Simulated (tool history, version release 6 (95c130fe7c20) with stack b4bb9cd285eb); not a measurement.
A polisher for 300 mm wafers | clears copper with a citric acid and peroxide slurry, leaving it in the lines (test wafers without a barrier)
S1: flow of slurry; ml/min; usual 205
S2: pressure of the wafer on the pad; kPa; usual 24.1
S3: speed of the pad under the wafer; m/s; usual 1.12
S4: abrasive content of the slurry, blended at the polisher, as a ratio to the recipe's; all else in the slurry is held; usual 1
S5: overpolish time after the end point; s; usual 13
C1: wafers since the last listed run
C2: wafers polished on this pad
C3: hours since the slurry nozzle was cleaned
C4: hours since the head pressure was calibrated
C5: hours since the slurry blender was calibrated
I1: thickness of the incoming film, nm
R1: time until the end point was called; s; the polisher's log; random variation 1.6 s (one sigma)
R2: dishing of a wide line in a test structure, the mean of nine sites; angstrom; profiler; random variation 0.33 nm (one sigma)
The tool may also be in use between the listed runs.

run     day   S1    S2    S3    S4  S5    C1    C2     C3      C4     C5     I1     R1   R2
  1       0  205  24.1  1.12     1  13     0  1450  131.3     565   75.9  342.2  117.4  182
      0.229  -- worn pad replaced by a new one
  2   1.062  205  24.1  1.12     1  13   115   107  156.8   590.5  101.4  340.3  117.1  178
  3   2.554  205  24.1  1.12     1  13   191   299  192.6   626.3  137.2  340.1    117  183
  4    5.05  205  24.1  1.12     1  13   321   620  252.5   686.2  197.1  335.6  116.9  180
  5   7.283  205  24.1  1.12     1  13   287   908  306.1   739.8  250.7  338.4  119.3  179
      8.125  -- slurry blender recalibrated
  6   9.158  205  24.1  1.12     1  13   230  1138  351.1   784.8   24.8  339.9  117.5  184
      9.617  -- worn pad replaced by a new one
       16.4  -- slurry nozzle cleaned
  7    17.8  245  24.1  1.12     1  13  1085  1047   33.6   992.2  232.2  345.6  119.9  184
     18.583  -- slurry blender recalibrated
  8  19.888  205  18.6  1.12     1  13   257  1305   83.7  1042.3   31.3  339.7  147.2  160
     20.746  -- worn pad replaced by a new one
  9  22.462  205  18.6  1.12     1  13   309   220  145.5  1104.1   93.1  340.4  144.5  157
 10  24.508  205  24.1  1.12     1  13   263   484  194.6  1153.2  142.2  336.2  116.6  183
     25.354  -- head pressure recalibrated
 11  25.521  205  24.1  1.12     1  13   119   603  218.9       4  166.5  337.8  117.5  184
 12  26.979  205  24.1  1.12     1  13   187   791  253.9      39  201.5  339.6  118.9  182
     28.992  -- slurry blender recalibrated
 13   29.45  205  24.1  0.86     1  13   307  1098  313.2    98.3     11  344.5  158.2  151
 14  30.642  205  24.1  0.88  0.85   6   153  1252  341.8   126.9   39.6    347  154.7   85
     32.658  -- worn pad replaced by a new one
 15  33.146  205  27.6  0.82     1  13   300    62  401.9     187   99.7  342.7  147.3  157
 16   36.05  205  24.1  1.12     1  13   373   436  471.6   256.7  169.4  336.9  113.8  187
     38.517  -- slurry blender recalibrated
 17  38.617  205  24.1  1.12     1  13   319   756  533.2   318.3    2.4  344.1  119.8  184
     39.267  -- slurry nozzle cleaned
 18  40.829  205  24.1  1.12     1  13   279  1035   37.5   371.4   55.5  347.3  121.5  181
     41.883  -- worn pad replaced by a new one
 19  42.988  205  24.1  1.34   1.1  13   256   141   89.3   423.2  107.3  340.3   97.6  205
 20  44.888  205  24.1  1.12     1  13   244   386  134.9   468.8  152.9  339.1  120.1  178
 21  47.208  235  17.9  1.12   0.8  16   298   685  190.6   524.5  208.6  343.9  154.1  180
 22    49.8  250  24.1  1.12  1.15  13   333  1018  252.8   586.7  270.8  335.5    115  189
     50.312  -- slurry blender recalibrated
 23  52.038  205  31.7  1.12     1   7   277  1296  306.5   640.4   41.4  344.6     99  134
     52.821  -- worn pad replaced by a new one
 24    54.1  160  24.1  1.12     1  13   244   164    356   689.9   90.9  340.9  120.2  173

3 ways to go on from here, each from the tool as it stands after run 24. What would each give?
  A  54.121  205  24.1  1.12   1  13   2  167  356.5  690.4  91.4  340.5   ?   ?
  B  54.121  155  16.5  1.46   1   9   2  167  356.5  690.4  91.4  340.5   ?   ?
  C  54.121  205    29  1.12   1   6   2  167  356.5  690.4  91.4  340.5   ?   ?

run     R1   R2
  A  116.1  177
  B  121.9  132
  C  101.2  112
Without the tool's hidden state the same runs would have given:
run     R1   R2
  A  116.1  177
  B  121.9  132
  C  101.2  112
